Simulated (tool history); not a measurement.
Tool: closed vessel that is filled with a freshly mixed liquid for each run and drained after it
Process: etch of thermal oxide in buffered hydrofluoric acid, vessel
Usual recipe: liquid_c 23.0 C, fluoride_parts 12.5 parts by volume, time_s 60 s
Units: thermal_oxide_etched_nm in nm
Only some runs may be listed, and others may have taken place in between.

run     day  liquid_c  fluoride_parts  time_s  read-back film thickness of the thermal oxide reference wafer, read on the same gauge (nm)  thermal_oxide_etched_nm
  1   0.000      23.0            12.5      60                                                                                       80.04                    49.16
  2   0.267      23.0            12.5      60                                                                                       80.00                    48.53
  3   0.796      23.0            10.5      75                                                                                       79.99                    73.39
  4   1.117      23.0            10.5      75                                                                                       80.00                    72.56
  5   1.825      23.0            10.5      75                                                                                       80.02                    72.62
  6   2.125      23.0            12.5      60                                                                                       79.97                    49.35
  7   2.496      25.0             8.5      60                                                                                       79.98                    79.03
  8   3.021      25.0             8.5      60                                                                                       80.03                    76.49
  9   3.475      25.0             8.5      60                                                                                       79.99                    77.59
 10   4.108      23.0            12.5      60                                                                                       79.98                    49.61
 11   4.708      23.0            12.5      60                                                                                       80.01                    49.67
 12   5.288      19.5            10.5      30                                                                                       79.99                    23.83
 13   5.925      27.0            12.5      60                                                                                       79.99                    62.17
 14   6.429      25.5            12.5      60                                                                                       79.97                    56.50
 15   6.921      20.0            14.0      60                                                                                       79.96                    37.63
 16   7.246      19.0            16.0      90                                                                                       80.01                    46.86
 17   7.942      20.5            12.5      35                                                                                       80.01                    24.91
 18   9.446      23.0            12.5      60                                                                                       80.02                    49.61
 19  10.038      19.5            12.5      85                                                                                       79.99                    57.47
 20  10.725      23.0             8.5      95                                                                                       80.00                   112.70
 21  11.046      26.5            12.5      50                                                                                       79.99                    50.29
 22  11.300      21.0             8.5      60                                                                                       80.01                    62.45
 23  12.325      18.0            11.0      30                                                                                       80.01                    21.25
 24  12.588      27.0            14.0      30                                                                                       79.99                    27.38
 25  12.921      23.0             9.0      60                                                                                       80.02                    65.90
 26  13.188      23.0            12.5      60                                                                                       80.01                    49.69
 27  13.896      25.5            16.0      60                                                                                       79.99                    44.34
 28  14.483      23.0            12.5      80                                                                                       80.05                    65.24
 29  14.908      23.0            10.5      75                                                                                       79.97                    73.98
 30  15.388      27.0             8.0      95                                                                                       79.94                   146.55
 31  15.846      21.5            15.0      30                                                                                       80.01                    19.04
 32  16.183      25.0            12.5      80                                                                                       80.00                    74.30
 33  16.629      23.0             8.0      60                                                                                       80.04                    75.63
 34  17.100      23.0            12.5      60                                                                                       79.96                    49.74

Taken out of this log: 3 entries between the listed runs. Where each belongs, and how the hidden state differs across it:
Runs 10 to 11: thermometer replaced (day 4.671)
  the hidden state is the same at both runs
Runs 19 to 20: hydrofluoric acid flow meter replaced (day 10.458)
  the hidden state is the same at both runs
Runs 32 to 33: gauge calibrated (day 16.446)
  the hidden state is the same at both runs
